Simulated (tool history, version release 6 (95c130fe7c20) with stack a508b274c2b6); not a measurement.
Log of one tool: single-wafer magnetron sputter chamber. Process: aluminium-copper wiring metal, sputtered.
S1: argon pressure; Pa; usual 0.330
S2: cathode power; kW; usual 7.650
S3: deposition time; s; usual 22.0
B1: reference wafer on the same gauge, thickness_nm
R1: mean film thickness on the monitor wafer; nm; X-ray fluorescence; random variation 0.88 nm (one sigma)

run    hour     S1     S2    S3       B1       R1
  1     0.0  0.330  7.650  22.0  368.061  316.021
       51.2  -- capacitance manometer re-zeroed and calibrated
  2    51.9  0.287  7.650  25.3  367.817  365.671
  3    98.3  0.431  7.650  22.0  367.975  298.089
      219.3  -- sputter target and shields replaced
  4   219.8  0.431  7.650  22.0  368.004  298.283
  5   256.9  0.363  7.650  20.8  368.145  292.716
  6   337.2  0.330  7.650  22.0  367.978  313.757
  7   402.7  0.330  7.650  22.0  368.200  314.224
  8   476.8  0.330  7.650  22.0  368.090  315.641
  9   516.7  0.330  7.650  22.0  367.843  315.828
      530.1  -- sputter target and shields replaced
      543.6  -- gauge calibrated
 10   553.4  0.330  7.650  22.0  368.211  314.646
 11   615.6  0.330  7.650  22.0  367.740  312.795
 12   681.9  0.330  7.650  22.0  368.008  315.413
 13   739.3  0.287  7.650  25.3  367.808  369.669
 14   796.7  0.330  9.450  22.0  367.640  377.357
      869.1  -- sputter target and shields replaced
      871.1  -- magnet pack replaced, of another model than before
 15   871.6  0.330  7.650  26.0  368.170  370.135
 16   919.0  0.330  7.650  22.0  367.962  313.786
      929.8  -- capacitance manometer re-zeroed and calibrated
 17  1000.1  0.330  9.350  22.0  367.976  372.022
 18  1049.5  0.330  7.650  20.4  368.007  290.024
 19  1156.3  0.330  7.650  20.4  367.879  291.812
     1174.6  -- sputter target and shields replaced
 20  1240.1  0.431  7.650  22.0  368.037  303.200
 21  1401.6  0.330  9.150  19.1  368.018  317.493
     1472.0  -- sputter target and shields replaced
 22  1476.7  0.208  9.500  22.0  368.026  393.859
 23  1529.9  0.330  7.650  22.0  367.993  314.624
 24  1607.5  0.330  9.000  22.0  367.962  360.843
     1698.6  -- gauge calibrated
 25  1711.3  0.330  8.850  18.1  368.167  292.256

Forecast each of these 4 alternatives for the next run:
  A  1711.7  0.330  7.650  23.2   ?   ?
  B  1711.7  0.330  7.650  18.3   ?   ?
  C  1711.7  0.436  7.650  22.0   ?   ?
  D  1711.7  0.269  8.900  25.3   ?   ?

run       B1       R1
  A  368.083  331.938
  B  368.083  261.830
  C  368.083  304.634
  D  368.083  419.811
Without the tool's hidden state the same runs would have given:
run       R1
  A  328.792
  B  259.349
  C  301.221
  D  416.258
